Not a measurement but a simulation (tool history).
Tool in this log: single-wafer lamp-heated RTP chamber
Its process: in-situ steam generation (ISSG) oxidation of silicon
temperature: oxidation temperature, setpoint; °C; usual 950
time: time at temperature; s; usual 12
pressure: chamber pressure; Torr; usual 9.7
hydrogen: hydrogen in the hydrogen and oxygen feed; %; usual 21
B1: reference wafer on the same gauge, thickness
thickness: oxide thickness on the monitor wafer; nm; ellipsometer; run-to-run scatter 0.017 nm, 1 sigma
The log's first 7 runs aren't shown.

{"run": 8, "day": 3.2, "temperature": 950, "time": 12, "pressure": 9.7, "hydrogen": 21, "B1": 4.402, "thickness": 3.902}
{"run": 9, "day": 3.458, "temperature": 950, "time": 12, "pressure": 9.7, "hydrogen": 15, "B1": 4.401, "thickness": 3.606}
{"run": 10, "day": 4.012, "temperature": 950, "time": 12, "pressure": 9.7, "hydrogen": 15, "B1": 4.401, "thickness": 3.601}
{"run": 11, "day": 4.542, "temperature": 950, "time": 12, "pressure": 9.7, "hydrogen": 15, "B1": 4.401, "thickness": 3.626}
{"day": 4.896, "done": "pyrometer window cleaned and pyrometer calibrated"}
{"run": 12, "day": 4.917, "temperature": 950, "time": 12, "pressure": 8.6, "hydrogen": 21, "B1": 4.405, "thickness": 3.872}
{"day": 5.388, "done": "gauge calibrated"}
{"day": 6.008, "done": "hydrogen flow controller replaced"}
{"run": 13, "day": 6.625, "temperature": 955, "time": 12, "pressure": 9.7, "hydrogen": 21, "B1": 4.394, "thickness": 3.889}
{"run": 14, "day": 6.958, "temperature": 968, "time": 12, "pressure": 8.9, "hydrogen": 21, "B1": 4.402, "thickness": 4.05}
{"run": 15, "day": 7.25, "temperature": 960, "time": 14, "pressure": 9.7, "hydrogen": 21, "B1": 4.403, "thickness": 4.132}
{"run": 16, "day": 7.621, "temperature": 936, "time": 10, "pressure": 9.7, "hydrogen": 21, "B1": 4.402, "thickness": 3.475}
{"run": 17, "day": 7.9, "temperature": 944, "time": 12, "pressure": 9.7, "hydrogen": 21, "B1": 4.406, "thickness": 3.778}
{"run": 18, "day": 8.512, "temperature": 940, "time": 16, "pressure": 8.7, "hydrogen": 27, "B1": 4.396, "thickness": 4.471}
{"run": 19, "day": 8.921, "temperature": 966, "time": 8, "pressure": 8.6, "hydrogen": 21, "B1": 4.404, "thickness": 3.445}
{"day": 9.35, "done": "pressure gauge zeroed"}
{"run": 20, "day": 9.425, "temperature": 950, "time": 12, "pressure": 9.7, "hydrogen": 15, "B1": 4.406, "thickness": 3.569}
{"run": 21, "day": 10.021, "temperature": 950, "time": 12, "pressure": 9.7, "hydrogen": 15, "B1": 4.407, "thickness": 3.545}
{"run": 22, "day": 10.396, "temperature": 950, "time": 9, "pressure": 9.7, "hydrogen": 13, "B1": 4.402, "thickness": 3.082}
{"run": 23, "day": 10.75, "temperature": 967, "time": 12, "pressure": 9.7, "hydrogen": 21, "B1": 4.404, "thickness": 4.008}
{"run": 24, "day": 11.25, "temperature": 950, "time": 14, "pressure": 10.2, "hydrogen": 13, "B1": 4.398, "thickness": 3.65}
{"run": 25, "day": 11.512, "temperature": 944, "time": 12, "pressure": 10.2, "hydrogen": 12, "B1": 4.397, "thickness": 3.311}
{"run": 26, "day": 12.0, "temperature": 950, "time": 12, "pressure": 9.7, "hydrogen": 21, "B1": 4.404, "thickness": 3.84}
{"run": 27, "day": 12.538, "temperature": 950, "time": 12, "pressure": 9.7, "hydrogen": 26, "B1": 4.406, "thickness": 4.059}
{"run": 28, "day": 14.292, "temperature": 950, "time": 9, "pressure": 10.2, "hydrogen": 14, "B1": 4.399, "thickness": 3.106}
{"run": 29, "day": 15.025, "temperature": 950, "time": 12, "pressure": 9.7, "hydrogen": 21, "B1": 4.392, "thickness": 3.867}
{"run": 30, "day": 15.625, "temperature": 968, "time": 10, "pressure": 9.0, "hydrogen": 25, "B1": 4.402, "thickness": 3.947}

Here are 5 independent what-if runs from the current tool condition. What would each one return?
{"run": "A", "day": 15.642, "temperature": 950, "time": 12, "pressure": 10.2, "hydrogen": 21, "B1": "?", "thickness": "?"}
{"run": "B", "day": 15.642, "temperature": 939, "time": 15, "pressure": 10.2, "hydrogen": 21, "B1": "?", "thickness": "?"}
{"run": "C", "day": 15.642, "temperature": 950, "time": 15, "pressure": 8.8, "hydrogen": 21, "B1": "?", "thickness": "?"}
{"run": "D", "day": 15.642, "temperature": 942, "time": 14, "pressure": 9.3, "hydrogen": 26, "B1": "?", "thickness": "?"}
{"run": "E", "day": 15.642, "temperature": 950, "time": 12, "pressure": 10.2, "hydrogen": 27, "B1": "?", "thickness": "?"}

run=A B1=4.398 thickness=3.808
run=B B1=4.398 thickness=4.030
run=C B1=4.398 thickness=4.243
run=D B1=4.398 thickness=4.229
run=E B1=4.398 thickness=4.034
What these runs would have given with no unlogged condition in the tool:
run=A thickness=3.776
run=B thickness=3.995
run=C thickness=4.203
run=D thickness=4.192
run=E thickness=3.999
